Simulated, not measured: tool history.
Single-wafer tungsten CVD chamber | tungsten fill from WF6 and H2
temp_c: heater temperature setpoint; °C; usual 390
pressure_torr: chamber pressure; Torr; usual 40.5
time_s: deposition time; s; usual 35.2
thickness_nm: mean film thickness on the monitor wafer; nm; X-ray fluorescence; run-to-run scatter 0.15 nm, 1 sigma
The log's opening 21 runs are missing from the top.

run   hour  temp_c  pressure_torr  time_s  wafers since the last listed run  hours since the last thermocouple change  hours since the last manometer calibration  hours since the showerhead was replaced  hours since the gauge calibration  read-back reference wafer on the same gauge, thickness_nm  thickness_nm
 22  281.1     390           40.5    41.5                               154                                    1548.4                                       155.3                                    156.3                              132.3                                                    108.748       109.399
     307.4  -- thermocouple changed; heater temperature recalibrated
 23  322.9     398           32.6      38                               687                                      15.5                                       197.1                                    198.1                              174.1                                                    108.709       114.109
 24  332.3     384           35.7    30.1                               191                                      24.9                                       206.5                                    207.5                              183.5                                                    108.767        68.956
 25  348.2     390           48.7    35.2                               323                                      40.8                                       222.4                                    223.4                              199.4                                                    108.688       105.442
 26  356.8     390           40.5    35.2                               175                                      49.4                                         231                                      232                                208                                                    108.672        97.415
 27  366.9     375           45.9    37.6                               205                                      59.5                                       241.1                                    242.1                              218.1                                                    108.715         77.87
 28  382.2     390           44.5    28.3                               311                                      74.8                                       256.4                                    257.4                              233.4                                                     108.67         81.38
 29  389.8     390           40.5    35.2                               154                                      82.4                                         264                                      265                                241                                                     108.73        97.566
 30  400.8     390           40.5    35.2                               223                                      93.4                                         275                                      276                                252                                                     108.69        97.313
 31  415.6     390           50.3    40.6                               301                                     108.2                                       289.8                                    290.8                              266.8                                                    108.728       123.056
 32  429.9     390           40.5    35.2                               291                                     122.5                                       304.1                                    305.1                              281.1                                                    108.674        97.265
 33  436.3     390           40.5    35.2                               130                                     128.9                                       310.5                                    311.5                              287.5                                                    108.662        97.283
 34  445.2     390           40.5    41.2                               181                                     137.8                                       319.4                                    320.4                              296.4                                                    108.704       114.023

4 ways to go on from here, each from the tool as it stands after run 34. What would each give?
  A  445.6     390           40.5    35.2                                 8                                     138.2                                       319.8                                    320.8                              296.8                                                          ?             ?
  B  445.6     381           40.5    32.2                                 8                                     138.2                                       319.8                                    320.8                              296.8                                                          ?             ?
  C  445.6     386           34.7    38.7                                 8                                     138.2                                       319.8                                    320.8                              296.8                                                          ?             ?
  D  445.6     376             49    35.2                                 8                                     138.2                                       319.8                                    320.8                              296.8                                                          ?             ?

run  read-back reference wafer on the same gauge, thickness_nm  thickness_nm
  A                                                    108.698         97.16
  B                                                    108.698        72.474
  C                                                    108.698        91.593
  D                                                    108.698        76.292
Without the tool's unlogged condition, the same runs would have read:
run  thickness_nm
  A        96.766
  B        72.181
  C        91.214
  D        75.988
